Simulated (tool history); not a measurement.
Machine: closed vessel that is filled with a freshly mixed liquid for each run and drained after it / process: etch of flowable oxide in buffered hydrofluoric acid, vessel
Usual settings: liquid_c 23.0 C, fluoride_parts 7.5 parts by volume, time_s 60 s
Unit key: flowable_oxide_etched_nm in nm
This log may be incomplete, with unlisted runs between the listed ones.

run,day,liquid_c,fluoride_parts,time_s,wafers since the last listed run,hours since the thermometer was replaced,hours since the hydrofluoric acid flow meter was replaced,hours since the gauge calibration,"read-back film thickness of the flowable oxide reference wafer, read on the same gauge (nm)",flowable_oxide_etched_nm
1,0.000,23.0,6.0,60,0,327.2,1541.6,301.1,90.05,321.82
2,0.871,23.0,6.0,60,1956,348.1,1562.5,322.0,90.04,322.79
3,2.017,23.0,6.0,60,2574,375.6,1590.0,349.5,90.02,323.69
4,3.179,23.0,7.5,60,2611,403.5,1617.9,377.4,89.98,258.88
5,3.904,23.0,7.5,60,1628,420.9,1635.3,394.8,89.96,259.94
6,4.758,23.0,7.5,60,1919,441.4,1655.8,415.3,90.00,260.12
7,5.942,23.0,7.5,60,2658,469.8,1684.2,443.7,90.01,259.96
8,7.017,23.0,7.5,60,2415,495.6,1710.0,469.5,90.00,259.34
9,8.362,23.0,7.5,60,3023,527.9,1742.3,501.8,89.96,259.34
# day 9.192: gauge calibrated
10,9.529,23.0,7.5,60,2621,555.9,1770.3,8.1,89.95,260.51
11,10.567,23.0,7.5,60,2331,580.8,1795.2,33.0,90.03,259.94
12,11.692,23.0,7.5,60,2527,607.8,1822.2,60.0,90.00,260.65
13,12.646,23.0,6.0,60,2143,630.7,1845.1,82.9,89.99,317.58
# day 12.754: hydrofluoric acid flow meter replaced
14,13.958,27.5,5.5,90,2855,662.2,28.9,114.4,90.01,654.11
15,14.708,23.0,7.5,85,1685,680.2,46.9,132.4,89.97,368.58
# day 17.779: thermometer replaced
16,17.854,23.0,7.5,60,6974,1.8,122.4,207.9,90.01,260.39
17,18.933,26.5,6.0,35,2424,27.7,148.3,233.8,90.00,225.69
18,20.333,23.0,7.5,60,3145,61.3,181.9,267.4,89.93,261.83
19,21.821,23.0,7.5,60,3342,97.0,217.6,303.1,89.97,258.91
20,23.033,23.0,5.0,35,2724,126.1,246.7,332.2,90.04,218.22
21,23.875,23.0,7.5,35,1891,146.3,266.9,352.4,90.02,152.02
22,25.096,20.5,6.0,70,2743,175.6,296.2,381.7,89.93,326.43
23,25.962,25.0,10.5,50,1947,196.4,317.0,402.5,90.02,176.99
24,27.050,26.0,7.5,50,2443,222.5,343.1,428.6,90.05,255.77
25,27.983,26.0,9.0,60,2097,244.9,365.5,451.0,90.03,251.46

Describe how what the log doesn't record of the tool's condition differs between the last listed run preceding each entry between runs and the first listed run following it.
From run 9 to run 10: gauge calibrated (day 9.192)
  nothing in the hidden state changes from one run to the other
From run 13 to run 14: hydrofluoric acid flow meter replaced (day 12.754)
  nothing in the hidden state changes from one run to the other
From run 15 to run 16: thermometer replaced (day 17.779)
  nothing in the hidden state changes from one run to the other
